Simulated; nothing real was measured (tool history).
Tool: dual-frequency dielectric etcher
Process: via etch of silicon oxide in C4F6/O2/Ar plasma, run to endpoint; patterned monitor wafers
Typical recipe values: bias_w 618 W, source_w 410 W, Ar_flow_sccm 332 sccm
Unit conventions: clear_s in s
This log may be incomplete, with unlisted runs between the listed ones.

run   hour  bias_w  source_w  Ar_flow_sccm  incoming incoming film thickness, nm  clear_s
  1    0.0     618       410           332                                 197.0     41.6
  2   89.5     618       410           332                                 199.0     42.2
  3  142.2     618       410           332                                 199.5     42.4
  4  224.5     618       410           332                                 202.0     42.7
  5  285.5     618       410           332                                 198.3     42.1
     356.4  -- wet clean of the chamber
  6  356.9     618       410           332                                 199.1     41.8
  7  422.7     618       410           312                                 197.5     41.3
  8  524.5     518       410           332                                 196.5     43.3
  9  563.0     518       410           332                                 197.8     43.2
 10  638.4     518       410           332                                 199.5     43.6
 11  696.5     618       410           332                                 196.5     41.6
 12  778.6     618       410           332                                 197.7     41.7
     849.9  -- wet clean of the chamber
 13  850.4     618       410           302                                 196.6     40.9
     867.2  -- bias power generator calibrated
 14  935.6     618       410           358                                 198.3     42.6

Estimate the outcome of run 15 from the log above:
 15  987.7     618       410           332                                 198.1        ?

Run 15 yielded clear_s 41.6 s.
Take away the tool's hidden state, keep the run-to-run variation as it was, and the same run would have given clear_s 41.6 s.
